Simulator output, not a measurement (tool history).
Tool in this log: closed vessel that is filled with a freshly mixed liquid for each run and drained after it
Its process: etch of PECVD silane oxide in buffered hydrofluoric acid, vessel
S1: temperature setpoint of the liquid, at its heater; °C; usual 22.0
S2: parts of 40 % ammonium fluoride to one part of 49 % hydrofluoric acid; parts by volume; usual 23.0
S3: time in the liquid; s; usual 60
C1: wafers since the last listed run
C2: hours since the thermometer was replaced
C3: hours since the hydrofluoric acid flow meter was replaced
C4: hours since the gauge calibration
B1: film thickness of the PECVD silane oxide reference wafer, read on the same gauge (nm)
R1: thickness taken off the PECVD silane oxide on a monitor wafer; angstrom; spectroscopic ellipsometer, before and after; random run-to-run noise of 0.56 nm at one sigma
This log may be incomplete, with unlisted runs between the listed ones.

run 1 hour=0.0 | S1=19.5 S2=23.0 S3=60 | C1=0 C2=1695.8 C3=0.4 C4=1.7 | B1=150.02 | R1=796.0
run 2 hour=20.5 | S1=19.5 S2=23.0 S3=60 | C1=1567 C2=1716.3 C3=20.9 C4=22.2 | B1=150.00 | R1=791.2
run 3 hour=34.6 | S1=19.5 S2=23.0 S3=60 | C1=1078 C2=1730.4 C3=35.0 C4=36.3 | B1=150.00 | R1=783.8
run 4 hour=61.3 | S1=22.0 S2=23.0 S3=60 | C1=2041 C2=1757.1 C3=61.7 C4=63.0 | B1=149.99 | R1=914.3
run 5 hour=87.9 | S1=22.0 S2=23.0 S3=60 | C1=2034 C2=1783.7 C3=88.3 C4=89.6 | B1=150.02 | R1=905.2
run 6 hour=121.6 | S1=22.0 S2=23.0 S3=60 | C1=2576 C2=1817.4 C3=122.0 C4=123.3 | B1=150.01 | R1=903.6
run 7 hour=141.1 | S1=22.0 S2=23.0 S3=60 | C1=1491 C2=1836.9 C3=141.5 C4=142.8 | B1=150.01 | R1=918.0
run 8 hour=164.7 | S1=17.0 S2=23.0 S3=60 | C1=1804 C2=1860.5 C3=165.1 C4=166.4 | B1=150.02 | R1=679.3
run 9 hour=191.5 | S1=22.0 S2=23.0 S3=75 | C1=2049 C2=1887.3 C3=191.9 C4=193.2 | B1=150.03 | R1=1129.9
run 10 hour=207.7 | S1=22.0 S2=23.0 S3=60 | C1=1238 C2=1903.5 C3=208.1 C4=209.4 | B1=150.00 | R1=917.2
run 11 hour=230.0 | S1=22.0 S2=23.0 S3=80 | C1=1705 C2=1925.8 C3=230.4 C4=231.7 | B1=150.00 | R1=1219.7
-- hour=237.5 thermometer replaced
run 12 hour=255.2 | S1=20.0 S2=19.0 S3=85 | C1=1850 C2=17.7 C3=255.6 C4=256.9 | B1=150.01 | R1=1361.0
run 13 hour=284.0 | S1=22.0 S2=23.0 S3=60 | C1=2202 C2=46.5 C3=284.4 C4=285.7 | B1=150.00 | R1=937.4
run 14 hour=298.4 | S1=22.0 S2=23.0 S3=60 | C1=1101 C2=60.9 C3=298.8 C4=300.1 | B1=150.04 | R1=931.2
run 15 hour=315.0 | S1=24.5 S2=20.5 S3=60 | C1=1269 C2=77.5 C3=315.4 C4=316.7 | B1=149.96 | R1=1151.5
run 16 hour=327.0 | S1=20.0 S2=30.0 S3=80 | C1=917 C2=89.5 C3=327.4 C4=328.7 | B1=150.01 | R1=940.9
run 17 hour=339.5 | S1=24.5 S2=27.0 S3=60 | C1=955 C2=102.0 C3=339.9 C4=341.2 | B1=149.98 | R1=958.3
run 18 hour=359.6 | S1=25.5 S2=20.5 S3=60 | C1=1536 C2=122.1 C3=360.0 C4=361.3 | B1=150.00 | R1=1235.1
run 19 hour=379.5 | S1=19.0 S2=30.0 S3=35 | C1=1521 C2=142.0 C3=379.9 C4=381.2 | B1=149.98 | R1=384.2
run 20 hour=412.7 | S1=26.5 S2=30.0 S3=80 | C1=2538 C2=175.2 C3=413.1 C4=414.4 | B1=149.99 | R1=1328.9
run 21 hour=433.1 | S1=22.0 S2=27.0 S3=60 | C1=1559 C2=195.6 C3=433.5 C4=434.8 | B1=150.01 | R1=843.2
run 22 hour=458.3 | S1=22.0 S2=23.0 S3=60 | C1=1926 C2=220.8 C3=458.7 C4=460.0 | B1=150.00 | R1=928.5
run 23 hour=478.1 | S1=22.0 S2=23.0 S3=60 | C1=1514 C2=240.6 C3=478.5 C4=479.8 | B1=150.02 | R1=940.0

Run 24 comes next. What will it give?
run 24 hour=502.7 | S1=22.0 S2=23.0 S3=60 | C1=1881 C2=265.2 C3=503.1 C4=504.4 | B1=? | R1=?

Run 24 came out at B1 149.98, R1 938.9 angstrom.
Were there no unlogged condition in the tool, this run, its random variation unchanged, would have produced R1 855.3 angstrom.
